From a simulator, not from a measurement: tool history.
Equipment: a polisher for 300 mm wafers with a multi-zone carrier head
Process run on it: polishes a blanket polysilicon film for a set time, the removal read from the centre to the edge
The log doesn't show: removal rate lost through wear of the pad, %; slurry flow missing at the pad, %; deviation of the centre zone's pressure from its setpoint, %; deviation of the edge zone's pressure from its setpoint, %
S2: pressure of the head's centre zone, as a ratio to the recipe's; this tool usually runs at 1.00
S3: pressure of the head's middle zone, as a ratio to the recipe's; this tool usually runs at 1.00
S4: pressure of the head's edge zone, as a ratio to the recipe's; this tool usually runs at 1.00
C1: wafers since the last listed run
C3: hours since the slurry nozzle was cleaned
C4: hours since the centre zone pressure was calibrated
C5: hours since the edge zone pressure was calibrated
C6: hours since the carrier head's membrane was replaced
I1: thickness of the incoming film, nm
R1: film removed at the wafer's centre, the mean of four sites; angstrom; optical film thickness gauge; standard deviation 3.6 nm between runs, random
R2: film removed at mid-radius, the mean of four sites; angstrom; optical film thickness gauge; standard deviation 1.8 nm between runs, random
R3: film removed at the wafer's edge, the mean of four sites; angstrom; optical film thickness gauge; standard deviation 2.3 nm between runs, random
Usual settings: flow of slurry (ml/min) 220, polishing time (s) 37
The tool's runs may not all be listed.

{"run": 1, "hour": 0.0, "flow of slurry (ml/min)": 220, "S2": 1.0, "S3": 1.0, "S4": 0.95, "polishing time (s)": 32, "C1": 0, "wafers polished on this pad": 6875, "C3": 251.0, "C4": 1109.8, "C5": 1018.9, "C6": 896.0, "I1": 1050.0, "R1": 2142, "R2": 2080, "R3": 2200}
{"hour": 8.1, "done": "worn pad replaced by a new one"}
{"run": 2, "hour": 31.3, "flow of slurry (ml/min)": 255, "S2": 1.0, "S3": 0.95, "S4": 1.05, "polishing time (s)": 37, "C1": 409, "wafers polished on this pad": 348, "C3": 282.3, "C4": 1141.1, "C5": 1050.2, "C6": 927.3, "I1": 1054.9, "R1": 2736, "R2": 2611, "R3": 2960}
{"run": 3, "hour": 84.4, "flow of slurry (ml/min)": 265, "S2": 1.0, "S3": 1.12, "S4": 1.0, "polishing time (s)": 37, "C1": 796, "wafers polished on this pad": 1144, "C3": 335.4, "C4": 1194.2, "C5": 1103.3, "C6": 980.4, "I1": 1059.7, "R1": 2764, "R2": 2905, "R3": 2927}
{"run": 4, "hour": 115.3, "flow of slurry (ml/min)": 165, "S2": 1.0, "S3": 1.08, "S4": 1.11, "polishing time (s)": 27, "C1": 463, "wafers polished on this pad": 1607, "C3": 366.3, "C4": 1225.1, "C5": 1134.2, "C6": 1011.3, "I1": 1068.8, "R1": 1788, "R2": 1824, "R3": 2011}
{"hour": 121.7, "done": "centre zone pressure recalibrated"}
{"run": 5, "hour": 161.5, "flow of slurry (ml/min)": 220, "S2": 1.0, "S3": 0.93, "S4": 1.0, "polishing time (s)": 37, "C1": 662, "wafers polished on this pad": 2270, "C3": 412.5, "C4": 39.8, "C5": 1180.4, "C6": 1057.5, "I1": 1064.5, "R1": 2633, "R2": 2411, "R3": 2755}
{"hour": 213.6, "done": "slurry nozzle cleaned"}
{"run": 6, "hour": 216.9, "flow of slurry (ml/min)": 170, "S2": 1.0, "S3": 0.94, "S4": 1.0, "polishing time (s)": 37, "C1": 815, "wafers polished on this pad": 3085, "C3": 3.3, "C4": 95.2, "C5": 1235.8, "C6": 1112.9, "I1": 1061.8, "R1": 2784, "R2": 2528, "R3": 2814}
{"hour": 264.6, "done": "edge zone pressure recalibrated"}
{"run": 7, "hour": 275.4, "flow of slurry (ml/min)": 220, "S2": 1.0, "S3": 1.0, "S4": 1.0, "polishing time (s)": 50, "C1": 847, "wafers polished on this pad": 3932, "C3": 61.8, "C4": 153.7, "C5": 10.8, "C6": 1171.4, "I1": 1068.8, "R1": 3738, "R2": 3603, "R3": 3868}
{"run": 8, "hour": 302.3, "flow of slurry (ml/min)": 270, "S2": 1.0, "S3": 0.89, "S4": 1.0, "polishing time (s)": 37, "C1": 403, "wafers polished on this pad": 4335, "C3": 88.7, "C4": 180.6, "C5": 37.7, "C6": 1198.3, "I1": 1052.6, "R1": 2858, "R2": 2521, "R3": 2878}
{"run": 9, "hour": 366.1, "flow of slurry (ml/min)": 220, "S2": 1.0, "S3": 1.0, "S4": 1.0, "polishing time (s)": 37, "C1": 956, "wafers polished on this pad": 5292, "C3": 152.5, "C4": 244.4, "C5": 101.5, "C6": 1262.1, "I1": 1075.1, "R1": 2612, "R2": 2529, "R3": 2762}
{"run": 10, "hour": 398.6, "flow of slurry (ml/min)": 220, "S2": 1.0, "S3": 1.0, "S4": 1.0, "polishing time (s)": 37, "C1": 487, "wafers polished on this pad": 5779, "C3": 185.0, "C4": 276.9, "C5": 134.0, "C6": 1294.6, "I1": 1069.3, "R1": 2516, "R2": 2473, "R3": 2654}
{"run": 11, "hour": 425.2, "flow of slurry (ml/min)": 150, "S2": 1.0, "S3": 1.0, "S4": 0.9, "polishing time (s)": 26, "C1": 398, "wafers polished on this pad": 6178, "C3": 211.6, "C4": 303.5, "C5": 160.6, "C6": 1321.2, "I1": 1071.2, "R1": 1589, "R2": 1552, "R3": 1641}
{"hour": 537.0, "done": "worn pad replaced by a new one"}
{"run": 12, "hour": 579.1, "flow of slurry (ml/min)": 285, "S2": 1.03, "S3": 1.0, "S4": 1.0, "polishing time (s)": 47, "C1": 2247, "wafers polished on this pad": 631, "C3": 365.5, "C4": 457.4, "C5": 314.5, "C6": 1475.1, "I1": 1068.1, "R1": 3755, "R2": 3521, "R3": 3770}
{"run": 13, "hour": 627.8, "flow of slurry (ml/min)": 220, "S2": 1.04, "S3": 1.09, "S4": 1.05, "polishing time (s)": 37, "C1": 730, "wafers polished on this pad": 1361, "C3": 414.2, "C4": 506.1, "C5": 363.2, "C6": 1523.8, "I1": 1074.7, "R1": 2792, "R2": 2787, "R3": 2909}
{"run": 14, "hour": 661.5, "flow of slurry (ml/min)": 220, "S2": 1.0, "S3": 1.0, "S4": 1.0, "polishing time (s)": 37, "C1": 505, "wafers polished on this pad": 1866, "C3": 447.9, "C4": 539.8, "C5": 396.9, "C6": 1557.5, "I1": 1071.2, "R1": 2663, "R2": 2612, "R3": 2811}
{"hour": 688.6, "done": "slurry nozzle cleaned"}
{"hour": 726.2, "done": "carrier head's membrane replaced by a new one"}
{"run": 15, "hour": 726.7, "flow of slurry (ml/min)": 150, "S2": 1.0, "S3": 1.0, "S4": 1.0, "polishing time (s)": 37, "C1": 887, "wafers polished on this pad": 2754, "C3": 38.1, "C4": 605.0, "C5": 462.1, "C6": 0.5, "I1": 1080.4, "R1": 2634, "R2": 2576, "R3": 2773}
{"run": 16, "hour": 927.5, "flow of slurry (ml/min)": 220, "S2": 0.95, "S3": 1.04, "S4": 1.0, "polishing time (s)": 37, "C1": 3010, "wafers polished on this pad": 5764, "C3": 238.9, "C4": 805.8, "C5": 662.9, "C6": 201.3, "I1": 1068.5, "R1": 2427, "R2": 2558, "R3": 2617}
{"run": 17, "hour": 966.3, "flow of slurry (ml/min)": 220, "S2": 1.0, "S3": 1.0, "S4": 1.0, "polishing time (s)": 37, "C1": 581, "wafers polished on this pad": 6346, "C3": 277.7, "C4": 844.6, "C5": 701.7, "C6": 240.1, "I1": 1077.3, "R1": 2486, "R2": 2435, "R3": 2587}
{"run": 18, "hour": 999.9, "flow of slurry (ml/min)": 220, "S2": 1.0, "S3": 1.08, "S4": 1.0, "polishing time (s)": 48, "C1": 503, "wafers polished on this pad": 6849, "C3": 311.3, "C4": 878.2, "C5": 735.3, "C6": 273.7, "I1": 1068.3, "R1": 3083, "R2": 3238, "R3": 3288}
{"hour": 1059.8, "done": "worn pad replaced by a new one"}
{"run": 19, "hour": 1066.9, "flow of slurry (ml/min)": 220, "S2": 0.96, "S3": 1.0, "S4": 0.94, "polishing time (s)": 48, "C1": 944, "wafers polished on this pad": 106, "C3": 378.3, "C4": 945.2, "C5": 802.3, "C6": 340.7, "I1": 1080.6, "R1": 3433, "R2": 3374, "R3": 3569}
{"hour": 1084.4, "done": "slurry nozzle cleaned"}
{"run": 20, "hour": 1123.4, "flow of slurry (ml/min)": 250, "S2": 1.0, "S3": 1.0, "S4": 1.0, "polishing time (s)": 37, "C1": 832, "wafers polished on this pad": 938, "C3": 39.0, "C4": 1001.7, "C5": 858.8, "C6": 397.2, "I1": 1063.0, "R1": 2978, "R2": 2897, "R3": 3058}
{"run": 21, "hour": 1190.1, "flow of slurry (ml/min)": 280, "S2": 1.0, "S3": 1.0, "S4": 1.0, "polishing time (s)": 34, "C1": 999, "wafers polished on this pad": 1938, "C3": 105.7, "C4": 1068.4, "C5": 925.5, "C6": 463.9, "I1": 1058.5, "R1": 2736, "R2": 2593, "R3": 2800}
{"run": 22, "hour": 1224.1, "flow of slurry (ml/min)": 200, "S2": 1.0, "S3": 0.89, "S4": 0.94, "polishing time (s)": 33, "C1": 509, "wafers polished on this pad": 2448, "C3": 139.7, "C4": 1102.4, "C5": 959.5, "C6": 497.9, "I1": 1078.0, "R1": 2370, "R2": 2191, "R3": 2498}

4 options for the next run, each taken on its own from the tool as it stands now. Forecast them:
{"run": "A", "hour": 1224.5, "flow of slurry (ml/min)": 220, "S2": 1.06, "S3": 1.0, "S4": 1.0, "polishing time (s)": 37, "C1": 5, "wafers polished on this pad": 2454, "C3": 140.1, "C4": 1102.8, "C5": 959.9, "C6": 498.3, "I1": 1067.9, "R1": "?", "R2": "?", "R3": "?"}
{"run": "B", "hour": 1224.5, "flow of slurry (ml/min)": 255, "S2": 0.97, "S3": 1.0, "S4": 0.92, "polishing time (s)": 50, "C1": 5, "wafers polished on this pad": 2454, "C3": 140.1, "C4": 1102.8, "C5": 959.9, "C6": 498.3, "I1": 1067.9, "R1": "?", "R2": "?", "R3": "?"}
{"run": "C", "hour": 1224.5, "flow of slurry (ml/min)": 160, "S2": 1.12, "S3": 1.0, "S4": 1.1, "polishing time (s)": 37, "C1": 5, "wafers polished on this pad": 2454, "C3": 140.1, "C4": 1102.8, "C5": 959.9, "C6": 498.3, "I1": 1067.9, "R1": "?", "R2": "?", "R3": "?"}
{"run": "D", "hour": 1224.5, "flow of slurry (ml/min)": 220, "S2": 1.0, "S3": 0.94, "S4": 1.0, "polishing time (s)": 37, "C1": 5, "wafers polished on this pad": 2454, "C3": 140.1, "C4": 1102.8, "C5": 959.9, "C6": 498.3, "I1": 1067.9, "R1": "?", "R2": "?", "R3": "?"}

run=A R1=2970 R2=2710 R3=2901
run=B R1=3783 R2=3765 R3=3843
run=C R1=2877 R2=2509 R3=2880
run=D R1=2799 R2=2595 R3=2903
With the hidden condition removed and each run's random variation left untouched, the same runs would have given:
run=A R1=3184 R2=2889 R3=3051
run=B R1=4022 R2=3984 R3=4022
run=C R1=3161 R2=2730 R3=3069
run=D R1=3002 R2=2766 R3=3053
